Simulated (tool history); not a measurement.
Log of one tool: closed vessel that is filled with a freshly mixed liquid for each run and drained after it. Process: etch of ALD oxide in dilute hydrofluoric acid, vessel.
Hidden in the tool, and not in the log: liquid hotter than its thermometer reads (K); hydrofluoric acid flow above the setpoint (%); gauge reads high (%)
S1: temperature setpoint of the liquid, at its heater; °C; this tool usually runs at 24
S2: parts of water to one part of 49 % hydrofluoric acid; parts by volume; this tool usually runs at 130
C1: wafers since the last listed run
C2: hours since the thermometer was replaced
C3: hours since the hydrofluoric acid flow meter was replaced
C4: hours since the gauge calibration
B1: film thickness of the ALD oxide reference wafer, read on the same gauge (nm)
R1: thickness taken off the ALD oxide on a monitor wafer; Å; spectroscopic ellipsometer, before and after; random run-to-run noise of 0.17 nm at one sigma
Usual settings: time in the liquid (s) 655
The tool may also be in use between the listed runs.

{"run": 1, "hour": 0.0, "S1": 24, "S2": 130, "time in the liquid (s)": 655, "C1": 0, "C2": 1602.6, "C3": 740.4, "C4": 834.6, "B1": 90, "R1": 539.8}
{"run": 2, "hour": 23.1, "S1": 24, "S2": 130, "time in the liquid (s)": 655, "C1": 1938, "C2": 1625.7, "C3": 763.5, "C4": 857.7, "B1": 89.98, "R1": 535.1}
{"run": 3, "hour": 51.9, "S1": 24, "S2": 130, "time in the liquid (s)": 655, "C1": 2417, "C2": 1654.5, "C3": 792.3, "C4": 886.5, "B1": 90, "R1": 534.9}
{"run": 4, "hour": 110.0, "S1": 24, "S2": 130, "time in the liquid (s)": 655, "C1": 4876, "C2": 1712.6, "C3": 850.4, "C4": 944.6, "B1": 90, "R1": 535.4}
{"run": 5, "hour": 139.3, "S1": 24, "S2": 130, "time in the liquid (s)": 655, "C1": 2459, "C2": 1741.9, "C3": 879.7, "C4": 973.9, "B1": 89.99, "R1": 537.7}
{"run": 6, "hour": 164.0, "S1": 24, "S2": 130, "time in the liquid (s)": 655, "C1": 2073, "C2": 1766.6, "C3": 904.4, "C4": 998.6, "B1": 90, "R1": 539.4}
{"run": 7, "hour": 197.9, "S1": 24, "S2": 130, "time in the liquid (s)": 655, "C1": 2845, "C2": 1800.5, "C3": 938.3, "C4": 1032.5, "B1": 89.99, "R1": 536.8}
{"run": 8, "hour": 226.7, "S1": 24, "S2": 130, "time in the liquid (s)": 780, "C1": 2417, "C2": 1829.3, "C3": 967.1, "C4": 1061.3, "B1": 89.98, "R1": 645.9}
{"run": 9, "hour": 240.8, "S1": 24, "S2": 130, "time in the liquid (s)": 845, "C1": 1183, "C2": 1843.4, "C3": 981.2, "C4": 1075.4, "B1": 90.01, "R1": 694.6}
{"run": 10, "hour": 264.6, "S1": 28.5, "S2": 105, "time in the liquid (s)": 655, "C1": 1997, "C2": 1867.2, "C3": 1005, "C4": 1099.2, "B1": 90.02, "R1": 819}
{"run": 11, "hour": 286.3, "S1": 24, "S2": 130, "time in the liquid (s)": 845, "C1": 1821, "C2": 1888.9, "C3": 1026.7, "C4": 1120.9, "B1": 90, "R1": 694.9}
{"run": 12, "hour": 317.2, "S1": 24, "S2": 130, "time in the liquid (s)": 655, "C1": 2593, "C2": 1919.8, "C3": 1057.6, "C4": 1151.8, "B1": 90.02, "R1": 538.1}
{"run": 13, "hour": 348.8, "S1": 24, "S2": 130, "time in the liquid (s)": 655, "C1": 2652, "C2": 1951.4, "C3": 1089.2, "C4": 1183.4, "B1": 90, "R1": 538.9}
{"run": 14, "hour": 431.9, "S1": 24, "S2": 165, "time in the liquid (s)": 655, "C1": 6974, "C2": 2034.5, "C3": 1172.3, "C4": 1266.5, "B1": 89.99, "R1": 409.5}
{"run": 15, "hour": 461.2, "S1": 26, "S2": 130, "time in the liquid (s)": 655, "C1": 2459, "C2": 2063.8, "C3": 1201.6, "C4": 1295.8, "B1": 89.99, "R1": 584.3}
{"hour": 478.7, "done": "gauge calibrated"}
{"run": 16, "hour": 486.9, "S1": 24, "S2": 130, "time in the liquid (s)": 655, "C1": 2156, "C2": 2089.5, "C3": 1227.3, "C4": 8.2, "B1": 90.02, "R1": 543}
{"run": 17, "hour": 514.8, "S1": 24, "S2": 75, "time in the liquid (s)": 535, "C1": 2341, "C2": 2117.4, "C3": 1255.2, "C4": 36.1, "B1": 90, "R1": 817.2}
{"hour": 516.1, "done": "hydrofluoric acid flow meter replaced"}
{"run": 18, "hour": 536.9, "S1": 28, "S2": 130, "time in the liquid (s)": 905, "C1": 1770, "C2": 2139.5, "C3": 20.8, "C4": 58.2, "B1": 90.01, "R1": 869}
{"hour": 566.3, "done": "thermometer replaced"}
{"run": 19, "hour": 571.6, "S1": 24, "S2": 160, "time in the liquid (s)": 655, "C1": 2828, "C2": 5.3, "C3": 55.5, "C4": 92.9, "B1": 89.97, "R1": 413.8}
{"run": 20, "hour": 594.5, "S1": 19.5, "S2": 130, "time in the liquid (s)": 655, "C1": 1921, "C2": 28.2, "C3": 78.4, "C4": 115.8, "B1": 89.99, "R1": 439.9}
{"run": 21, "hour": 622.3, "S1": 22.5, "S2": 190, "time in the liquid (s)": 370, "C1": 2333, "C2": 56, "C3": 106.2, "C4": 143.6, "B1": 90, "R1": 179.9}
{"run": 22, "hour": 641.2, "S1": 27.5, "S2": 190, "time in the liquid (s)": 875, "C1": 1586, "C2": 74.9, "C3": 125.1, "C4": 162.5, "B1": 90.02, "R1": 510.9}
{"run": 23, "hour": 656.5, "S1": 24, "S2": 130, "time in the liquid (s)": 655, "C1": 1284, "C2": 90.2, "C3": 140.4, "C4": 177.8, "B1": 89.99, "R1": 526.3}
{"run": 24, "hour": 687.1, "S1": 24, "S2": 155, "time in the liquid (s)": 655, "C1": 2568, "C2": 120.8, "C3": 171, "C4": 208.4, "B1": 89.99, "R1": 429.3}
{"run": 25, "hour": 721.0, "S1": 28, "S2": 195, "time in the liquid (s)": 1035, "C1": 2845, "C2": 154.7, "C3": 204.9, "C4": 242.3, "B1": 90.02, "R1": 594.6}
{"run": 26, "hour": 746.7, "S1": 24, "S2": 130, "time in the liquid (s)": 655, "C1": 2156, "C2": 180.4, "C3": 230.6, "C4": 268, "B1": 90, "R1": 528.8}
{"run": 27, "hour": 775.8, "S1": 24, "S2": 110, "time in the liquid (s)": 370, "C1": 2442, "C2": 209.5, "C3": 259.7, "C4": 297.1, "B1": 90, "R1": 359.5}
{"run": 28, "hour": 811.5, "S1": 21.5, "S2": 130, "time in the liquid (s)": 290, "C1": 2996, "C2": 245.2, "C3": 295.4, "C4": 332.8, "B1": 90, "R1": 211.7}
{"run": 29, "hour": 824.8, "S1": 24, "S2": 130, "time in the liquid (s)": 655, "C1": 1116, "C2": 258.5, "C3": 308.7, "C4": 346.1, "B1": 90.01, "R1": 529.2}
{"run": 30, "hour": 845.0, "S1": 24, "S2": 130, "time in the liquid (s)": 655, "C1": 1695, "C2": 278.7, "C3": 328.9, "C4": 366.3, "B1": 90, "R1": 528.7}
{"run": 31, "hour": 880.7, "S1": 24, "S2": 130, "time in the liquid (s)": 655, "C1": 2996, "C2": 314.4, "C3": 364.6, "C4": 402, "B1": 89.98, "R1": 529}
{"run": 32, "hour": 913.8, "S1": 28.5, "S2": 85, "time in the liquid (s)": 310, "C1": 2778, "C2": 347.5, "C3": 397.7, "C4": 435.1, "B1": 90, "R1": 486.3}
{"run": 33, "hour": 934.4, "S1": 24, "S2": 130, "time in the liquid (s)": 890, "C1": 1728, "C2": 368.1, "C3": 418.3, "C4": 455.7, "B1": 90.01, "R1": 718.6}
{"run": 34, "hour": 952.0, "S1": 26, "S2": 130, "time in the liquid (s)": 790, "C1": 1477, "C2": 385.7, "C3": 435.9, "C4": 473.3, "B1": 89.99, "R1": 687.3}

Difference, measured minus no-hidden-state, one row per run. Run-to-run variation is common to both terms; the gauge's own scatter need not be:
run=1 R1=+11.2
run=2 R1=+11.3
run=3 R1=+11.5
run=4 R1=+11.8
run=5 R1=+11.9
run=6 R1=+12.2
run=7 R1=+12.4
run=8 R1=+15
run=9 R1=+16.4
run=10 R1=+19
run=11 R1=+16.7
run=12 R1=+13.1
run=13 R1=+13.4
run=14 R1=+10.2
run=15 R1=+14.9
run=16 R1=+14.3
run=17 R1=+22.7
run=18 R1=+22.7
run=19 R1=+0.7
run=20 R1=+1.1
run=21 R1=+0.5
run=22 R1=+1.5
run=23 R1=+1.6
run=24 R1=+1.5
run=25 R1=+2.1
run=26 R1=+2.2
run=27 R1=+1.7
run=28 R1=+1.1
run=29 R1=+2.7
run=30 R1=+2.9
run=31 R1=+3
run=32 R1=+3
run=33 R1=+4.5
run=34 R1=+4.4
